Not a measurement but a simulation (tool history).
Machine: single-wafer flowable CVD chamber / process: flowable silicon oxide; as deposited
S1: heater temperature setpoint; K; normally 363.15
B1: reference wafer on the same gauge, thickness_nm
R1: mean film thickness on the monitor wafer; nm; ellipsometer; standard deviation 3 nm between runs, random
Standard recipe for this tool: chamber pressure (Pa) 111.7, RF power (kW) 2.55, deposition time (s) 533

Run 1, hour 0: usual settings but deposition time (s) 578; B1 452.001. Result: R1 542.432 nm.
Run 2, hour 130.4: usual settings but deposition time (s) 578; B1 452.225. Result: R1 541.912 nm.
Run 3, hour 193.2: usual settings; B1 451.267. Result: R1 499.054 nm.
Run 4, hour 278.6: usual settings; B1 452.201. Result: R1 498.243 nm.
Run 5, hour 364.8: usual settings; B1 452.512. Result: R1 499.154 nm.
Run 6, hour 420.3: usual settings but chamber pressure (Pa) 105.2; B1 452.137. Result: R1 468.682 nm.
Run 7, hour 523.4: usual settings but deposition time (s) 484; B1 452.185. Result: R1 448.872 nm.
At hour 616.4: gauge calibrated.
Run 8, hour 621.9: usual settings but deposition time (s) 484; B1 451.181. Result: R1 447.567 nm.
Run 9, hour 681.2: usual settings but deposition time (s) 484; B1 452.719. Result: R1 455.491 nm.
At hour 735.6: RF generator calibrated.
Run 10, hour 771.9: usual settings; B1 452.247. Result: R1 495.213 nm.
Run 11, hour 876.1: usual settings; B1 452.387. Result: R1 496.699 nm.
At hour 918.4: capacitance manometer re-zeroed and calibrated.
At hour 951.7: thermocouple changed; heater temperature recalibrated.
Run 12, hour 972.5: usual settings; B1 452.881. Result: R1 515.416 nm.
Run 13, hour 1015.1: usual settings but S1 370.15 K, chamber pressure (Pa) 135.3; B1 451.48. Result: R1 502.767 nm.
At hour 1039: showerhead replaced.
Run 14, hour 1072.2: usual settings but S1 370.15 K, chamber pressure (Pa) 127.1, RF power (kW) 2.355, deposition time (s) 582; B1 451.585. Result: R1 511.126 nm.
Run 15, hour 1169.6: usual settings but S1 376.15 K, RF power (kW) 2.79, deposition time (s) 571; B1 451.823. Result: R1 376.195 nm.
Run 16, hour 1244.2: usual settings but chamber pressure (Pa) 123.1, deposition time (s) 427; B1 452.73. Result: R1 448.794 nm.
Run 17, hour 1333.1: usual settings but S1 374.15 K; B1 453.148. Result: R1 365.591 nm.
Run 18, hour 1421: usual settings but deposition time (s) 578; B1 451.585. Result: R1 543.179 nm.
Run 19, hour 1495.8: usual settings; B1 451.877. Result: R1 504.195 nm.
Run 20, hour 1533.9: usual settings; B1 451.979. Result: R1 499.48 nm.
Run 21, hour 1605.5: usual settings but S1 357.15 K, chamber pressure (Pa) 129.5, RF power (kW) 2.055, deposition time (s) 445; B1 451.726. Result: R1 543.963 nm.
Run 22, hour 1671: usual settings but S1 348.15 K; B1 452.363. Result: R1 738.932 nm.
Run 23, hour 1712.8: usual settings but RF power (kW) 2.26, deposition time (s) 475; B1 451.065. Result: R1 434.365 nm.
Run 24, hour 1787.7: usual settings; B1 452.044. Result: R1 499.127 nm.
Run 25, hour 1853.4: usual settings but deposition time (s) 450; B1 451.765. Result: R1 419.4 nm.
Run 26, hour 1915.7: usual settings; B1 452.246. Result: R1 499.769 nm.
Run 27, hour 1998.1: usual settings but S1 369.15 K, chamber pressure (Pa) 92.7; B1 452.552. Result: R1 342.791 nm.
Run 28, hour 2058.1: usual settings but S1 356.15 K, RF power (kW) 2.125, deposition time (s) 560; B1 452.578. Result: R1 608.225 nm.
Run 29, hour 2102.8: usual settings but RF power (kW) 2.245, deposition time (s) 579; B1 451.59. Result: R1 528.441 nm.

3 options for the next run, each taken on its own from the tool as it stands now. Forecast them:
Run A, hour 2103.3: usual settings; B1 ?. Result: R1 ?.
Run B, hour 2103.3: usual settings but S1 353.15 K, deposition time (s) 632; B1 ?. Result: R1 ?.
Run C, hour 2103.3: usual settings but S1 370.15 K, RF power (kW) 2.375; B1 ?. Result: R1 ?.

run       B1       R1
  A  452.051  496.837
  B  452.051  768.651
  C  452.051  399.654
What these runs would have given with no unlogged condition in the tool:
run       R1
  A  514.138
  B  792.622
  C  413.103
